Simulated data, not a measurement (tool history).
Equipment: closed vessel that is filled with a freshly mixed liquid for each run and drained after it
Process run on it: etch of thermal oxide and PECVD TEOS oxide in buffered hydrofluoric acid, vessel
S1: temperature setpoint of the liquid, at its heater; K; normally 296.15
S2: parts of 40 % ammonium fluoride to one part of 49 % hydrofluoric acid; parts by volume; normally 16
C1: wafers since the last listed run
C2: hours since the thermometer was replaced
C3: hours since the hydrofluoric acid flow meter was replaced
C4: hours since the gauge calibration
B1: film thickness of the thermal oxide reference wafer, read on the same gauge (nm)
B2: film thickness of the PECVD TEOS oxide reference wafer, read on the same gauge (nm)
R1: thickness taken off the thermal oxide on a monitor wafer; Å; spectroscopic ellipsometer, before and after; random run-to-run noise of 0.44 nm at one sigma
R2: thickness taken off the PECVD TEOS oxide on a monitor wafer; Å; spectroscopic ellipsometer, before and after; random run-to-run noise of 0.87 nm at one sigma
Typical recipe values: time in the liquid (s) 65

Run 1, hour 0: usual settings; C1 0; C2 533; C3 737.9; C4 1035.1; B1 40.01; B2 100.04. Result: R1 439.3 Å, R2 1140 Å.
Run 2, hour 105.1: usual settings; C1 11418; C2 638.1; C3 843; C4 1140.2; B1 39.99; B2 99.99. Result: R1 429.7 Å, R2 1129.2 Å.
Run 3, hour 201.8: usual settings; C1 10505; C2 734.8; C3 939.7; C4 1236.9; B1 40.02; B2 100.04. Result: R1 424.9 Å, R2 1108.1 Å.
Run 4, hour 281.9: usual settings but S1 298.65 K; C1 8702; C2 814.9; C3 1019.8; C4 1317; B1 40.01; B2 99.99. Result: R1 495.1 Å, R2 1285.9 Å.
Run 5, hour 375.3: usual settings but S1 298.65 K; C1 10147; C2 908.3; C3 1113.2; C4 1410.4; B1 40.03; B2 99.99. Result: R1 484 Å, R2 1262 Å.
Run 6, hour 433: usual settings; C1 6268; C2 966; C3 1170.9; C4 1468.1; B1 40.02; B2 100.01. Result: R1 422.8 Å, R2 1112.2 Å.
Run 7, hour 522.9: usual settings; C1 9766; C2 1055.9; C3 1260.8; C4 1558; B1 39.98; B2 99.96. Result: R1 425.9 Å, R2 1079.7 Å.
Run 8, hour 580.7: usual settings; C1 6279; C2 1113.7; C3 1318.6; C4 1615.8; B1 39.98; B2 100.05. Result: R1 416.8 Å, R2 1080.6 Å.
Run 9, hour 624.2: usual settings but S1 297.65 K; C1 4725; C2 1157.2; C3 1362.1; C4 1659.3; B1 39.99; B2 100.03. Result: R1 458.1 Å, R2 1175.5 Å.
Run 10, hour 704.2: usual settings but S1 297.65 K; C1 8691; C2 1237.2; C3 1442.1; C4 1739.3; B1 40.01; B2 99.96. Result: R1 456.8 Å, R2 1184.1 Å.
Run 11, hour 779.7: usual settings; C1 8202; C2 1312.7; C3 1517.6; C4 1814.8; B1 39.98; B2 100.04. Result: R1 411.3 Å, R2 1065.8 Å.
Run 12, hour 857.6: usual settings but S2 19.5 parts by volume; C1 8463; C2 1390.6; C3 1595.5; C4 1892.7; B1 40.03; B2 100. Result: R1 343.8 Å, R2 879.8 Å.
At hour 911.4: hydrofluoric acid flow meter replaced.
Run 13, hour 917.8: usual settings but S1 293.15 K, S2 9.5 parts by volume; C1 6431; C2 1450.8; C3 6.4; C4 1952.9; B1 39.98; B2 99.96. Result: R1 592 Å, R2 1543.3 Å.
Run 14, hour 959.2: usual settings but S2 21.5 parts by volume; C1 4497; C2 1492.2; C3 47.8; C4 1994.3; B1 39.98; B2 100.03. Result: R1 322.4 Å, R2 848.1 Å.
Run 15, hour 1030.2: usual settings; C1 7713; C2 1563.2; C3 118.8; C4 2065.3; B1 39.98; B2 100.02. Result: R1 425 Å, R2 1115 Å.
At hour 1120: thermometer replaced.
Run 16, hour 1133.5: usual settings but S1 292.65 K, S2 18.5 parts by volume, time in the liquid (s) 100; C1 11114; C2 13.5; C3 222.1; C4 2168.6; B1 40; B2 99.99. Result: R1 491.9 Å, R2 1296.5 Å.
Run 17, hour 1233.6: usual settings; C1 10875; C2 113.6; C3 322.2; C4 2268.7; B1 40.02; B2 99.99. Result: R1 449.4 Å, R2 1196.6 Å.
At hour 1308.3: gauge calibrated.
Run 18, hour 1553: usual settings but S1 300.65 K, time in the liquid (s) 105; C1 34700; C2 433; C3 641.6; C4 244.7; B1 39.99; B2 100. Result: R1 904.1 Å, R2 2379.4 Å.
Run 19, hour 1621.8: usual settings but S1 299.15 K, S2 18.5 parts by volume, time in the liquid (s) 95; C1 7474; C2 501.8; C3 710.4; C4 313.5; B1 39.99; B2 99.98. Result: R1 660.3 Å, R2 1690.8 Å.
Run 20, hour 1717.9: usual settings but S1 299.15 K, S2 11.5 parts by volume, time in the liquid (s) 80; C1 10440; C2 597.9; C3 806.5; C4 409.6; B1 40; B2 100.07. Result: R1 859.3 Å, R2 2262.6 Å.
Run 21, hour 1795.6: usual settings; C1 8441; C2 675.6; C3 884.2; C4 487.3; B1 39.99; B2 99.98. Result: R1 434.9 Å, R2 1139.3 Å.
Run 22, hour 1842.1: usual settings; C1 5051; C2 722.1; C3 930.7; C4 533.8; B1 39.99; B2 99.96. Result: R1 430.6 Å, R2 1126.5 Å.

What if the next run were any one of these 3? Each begins from the tool's condition after run 22:
Run A, hour 1842.8: usual settings but S2 10.5 parts by volume; C1 76; C2 722.8; C3 931.4; C4 534.5; B1 ?; B2 ?. Result: R1 ?, R2 ?.
Run B, hour 1842.8: usual settings but S1 298.15 K, S2 19.5 parts by volume, time in the liquid (s) 35; C1 76; C2 722.8; C3 931.4; C4 534.5; B1 ?; B2 ?. Result: R1 ?, R2 ?.
Run C, hour 1842.8: usual settings but S1 299.65 K, S2 19.5 parts by volume; C1 76; C2 722.8; C3 931.4; C4 534.5; B1 ?; B2 ?. Result: R1 ?, R2 ?.

run  B1     B2     R1      R2
  A  40  99.99  642.1  1680.2
  B  40  99.99  210.2   550.1
  C  40  99.99  423.6  1108.5
Without the tool's hidden state the same runs would have given:
run     R1      R2
  A  691.2  1808.8
  B  226.2   591.9
  C  455.6  1192.2
